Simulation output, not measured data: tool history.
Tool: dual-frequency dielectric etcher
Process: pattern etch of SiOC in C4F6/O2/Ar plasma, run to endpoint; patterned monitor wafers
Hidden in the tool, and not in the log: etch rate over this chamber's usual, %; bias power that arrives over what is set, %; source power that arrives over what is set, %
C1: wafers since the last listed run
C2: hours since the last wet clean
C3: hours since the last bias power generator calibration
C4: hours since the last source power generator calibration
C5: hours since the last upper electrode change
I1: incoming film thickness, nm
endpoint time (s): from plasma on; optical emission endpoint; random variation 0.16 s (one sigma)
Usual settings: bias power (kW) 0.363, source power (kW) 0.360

Run 1, hour 0.0: usual settings; C1 0; C2 136.0; C3 1712.4; C4 2504.6; C5 2398.0; I1 47.22. Result: endpoint time (s) 19.0.
Run 2, hour 69.4: usual settings but bias power (kW) 0.341; C1 713; C2 205.4; C3 1781.8; C4 2574.0; C5 2467.4; I1 47.43. Result: endpoint time (s) 19.9.
Run 3, hour 110.7: usual settings but bias power (kW) 0.341; C1 424; C2 246.7; C3 1823.1; C4 2615.3; C5 2508.7; I1 47.43. Result: endpoint time (s) 20.1.
Run 4, hour 136.5: usual settings but bias power (kW) 0.341; C1 265; C2 272.5; C3 1848.9; C4 2641.1; C5 2534.5; I1 47.82. Result: endpoint time (s) 20.1.
Run 5, hour 180.1: usual settings but bias power (kW) 0.321; C1 448; C2 316.1; C3 1892.5; C4 2684.7; C5 2578.1; I1 47.27. Result: endpoint time (s) 20.3.
Run 6, hour 209.9: usual settings but bias power (kW) 0.321; C1 306; C2 345.9; C3 1922.3; C4 2714.5; C5 2607.9; I1 46.89. Result: endpoint time (s) 20.3.
At hour 259.6: upper electrode replaced.
Run 7, hour 263.8: usual settings but bias power (kW) 0.308, source power (kW) 0.320; C1 307; C2 399.8; C3 1976.2; C4 2768.4; C5 4.2; I1 47.37. Result: endpoint time (s) 21.9.
Run 8, hour 319.7: usual settings but bias power (kW) 0.308, source power (kW) 0.320; C1 574; C2 455.7; C3 2032.1; C4 2824.3; C5 60.1; I1 47.08. Result: endpoint time (s) 21.5.
At hour 368.0: wet clean of the chamber.
Run 9, hour 386.7: usual settings but source power (kW) 0.390; C1 442; C2 18.7; C3 2099.1; C4 2891.3; C5 127.1; I1 46.69. Result: endpoint time (s) 18.4.
Run 10, hour 446.5: usual settings; C1 615; C2 78.5; C3 2158.9; C4 2951.1; C5 186.9; I1 47.03. Result: endpoint time (s) 19.1.
Run 11, hour 495.9: usual settings; C1 508; C2 127.9; C3 2208.3; C4 3000.5; C5 236.3; I1 46.91. Result: endpoint time (s) 19.0.
Run 12, hour 541.9: usual settings; C1 473; C2 173.9; C3 2254.3; C4 3046.5; C5 282.3; I1 47.29. Result: endpoint time (s) 18.9.
Run 13, hour 606.0: usual settings; C1 659; C2 238.0; C3 2318.4; C4 3110.6; C5 346.4; I1 47.04. Result: endpoint time (s) 19.2.
Run 14, hour 631.0: usual settings but source power (kW) 0.430; C1 257; C2 263.0; C3 2343.4; C4 3135.6; C5 371.4; I1 47.60. Result: endpoint time (s) 18.6.
Run 15, hour 673.9: usual settings; C1 441; C2 305.9; C3 2386.3; C4 3178.5; C5 414.3; I1 46.68. Result: endpoint time (s) 19.2.
Run 16, hour 715.9: usual settings but bias power (kW) 0.436, source power (kW) 0.420; C1 432; C2 347.9; C3 2428.3; C4 3220.5; C5 456.3; I1 47.51. Result: endpoint time (s) 17.3.
Run 17, hour 749.8: usual settings; C1 348; C2 381.8; C3 2462.2; C4 3254.4; C5 490.2; I1 46.75. Result: endpoint time (s) 19.6.
Run 18, hour 782.3: usual settings but bias power (kW) 0.393, source power (kW) 0.300; C1 334; C2 414.3; C3 2494.7; C4 3286.9; C5 522.7; I1 47.10. Result: endpoint time (s) 19.6.
Run 19, hour 809.6: usual settings; C1 280; C2 441.6; C3 2522.0; C4 3314.2; C5 550.0; I1 47.26. Result: endpoint time (s) 19.8.
At hour 868.7: wet clean of the chamber.
Run 20, hour 869.2: usual settings but bias power (kW) 0.435, source power (kW) 0.310; C1 366; C2 0.5; C3 2581.6; C4 3373.8; C5 609.6; I1 47.94. Result: endpoint time (s) 17.9.
Run 21, hour 929.4: usual settings but bias power (kW) 0.310, source power (kW) 0.410; C1 619; C2 60.7; C3 2641.8; C4 3434.0; C5 669.8; I1 47.27. Result: endpoint time (s) 19.6.
Run 22, hour 955.7: usual settings but bias power (kW) 0.412; C1 270; C2 87.0; C3 2668.1; C4 3460.3; C5 696.1; I1 47.07. Result: endpoint time (s) 18.0.
At hour 967.8: source power generator calibrated.
At hour 990.7: bias power generator calibrated.
Run 23, hour 1024.1: usual settings but bias power (kW) 0.436, source power (kW) 0.420; C1 621; C2 155.4; C3 33.4; C4 56.3; C5 764.5; I1 47.36. Result: endpoint time (s) 17.0.
Run 24, hour 1070.8: usual settings but bias power (kW) 0.341; C1 480; C2 202.1; C3 80.1; C4 103.0; C5 811.2; I1 46.88. Result: endpoint time (s) 19.5.
Run 25, hour 1122.4: usual settings but source power (kW) 0.450; C1 530; C2 253.7; C3 131.7; C4 154.6; C5 862.8; I1 46.62. Result: endpoint time (s) 18.0.
Run 26, hour 1162.0: usual settings; C1 407; C2 293.3; C3 171.3; C4 194.2; C5 902.4; I1 47.33. Result: endpoint time (s) 19.2.
Run 27, hour 1205.2: usual settings but source power (kW) 0.320; C1 444; C2 336.5; C3 214.5; C4 237.4; C5 945.6; I1 47.38. Result: endpoint time (s) 19.9.
Run 28, hour 1322.0: usual settings but bias power (kW) 0.288, source power (kW) 0.320; C1 1201; C2 453.3; C3 331.3; C4 354.2; C5 1062.4; I1 47.19. Result: endpoint time (s) 22.0.
Run 29, hour 1356.1: usual settings but bias power (kW) 0.286, source power (kW) 0.380; C1 350; C2 487.4; C3 365.4; C4 388.3; C5 1096.5; I1 47.43. Result: endpoint time (s) 21.7.
Run 30, hour 1393.4: usual settings; C1 383; C2 524.7; C3 402.7; C4 425.6; C5 1133.8; I1 47.07. Result: endpoint time (s) 19.9.
Run 31, hour 1452.5: usual settings but bias power (kW) 0.423, source power (kW) 0.410; C1 607; C2 583.8; C3 461.8; C4 484.7; C5 1192.9; I1 47.52. Result: endpoint time (s) 18.1.
At hour 1516.7: wet clean of the chamber.
Run 32, hour 1517.2: usual settings but bias power (kW) 0.426, source power (kW) 0.330; C1 418; C2 0.5; C3 526.5; C4 549.4; C5 1257.6; I1 47.56. Result: endpoint time (s) 17.9.
Run 33, hour 1599.4: usual settings but bias power (kW) 0.404; C1 845; C2 82.7; C3 608.7; C4 631.6; C5 1339.8; I1 47.22. Result: endpoint time (s) 18.1.
Run 34, hour 1654.6: usual settings; C1 567; C2 137.9; C3 663.9; C4 686.8; C5 1395.0; I1 47.00. Result: endpoint time (s) 18.8.

Forecast each of these 5 alternatives for the next run:
Run A, hour 1655.0: usual settings but bias power (kW) 0.308; C1 4; C2 138.3; C3 664.3; C4 687.2; C5 1395.4; I1 47.13. Result: endpoint time (s) ?.
Run B, hour 1655.0: usual settings but bias power (kW) 0.447, source power (kW) 0.310; C1 4; C2 138.3; C3 664.3; C4 687.2; C5 1395.4; I1 47.13. Result: endpoint time (s) ?.
Run C, hour 1655.0: usual settings but bias power (kW) 0.395, source power (kW) 0.280; C1 4; C2 138.3; C3 664.3; C4 687.2; C5 1395.4; I1 47.13. Result: endpoint time (s) ?.
Run D, hour 1655.0: usual settings but bias power (kW) 0.447, source power (kW) 0.400; C1 4; C2 138.3; C3 664.3; C4 687.2; C5 1395.4; I1 47.13. Result: endpoint time (s) ?.
Run E, hour 1655.0: usual settings but bias power (kW) 0.303, source power (kW) 0.420; C1 4; C2 138.3; C3 664.3; C4 687.2; C5 1395.4; I1 47.13. Result: endpoint time (s) ?.

run  endpoint time (s)
  A               20.8
  B               18.1
  C               19.6
  D               17.1
  E               20.2
Without the tool's hidden state the same runs would have given:
run  endpoint time (s)
  A               20.5
  B               17.9
  C               19.3
  D               16.9
  E               20.0

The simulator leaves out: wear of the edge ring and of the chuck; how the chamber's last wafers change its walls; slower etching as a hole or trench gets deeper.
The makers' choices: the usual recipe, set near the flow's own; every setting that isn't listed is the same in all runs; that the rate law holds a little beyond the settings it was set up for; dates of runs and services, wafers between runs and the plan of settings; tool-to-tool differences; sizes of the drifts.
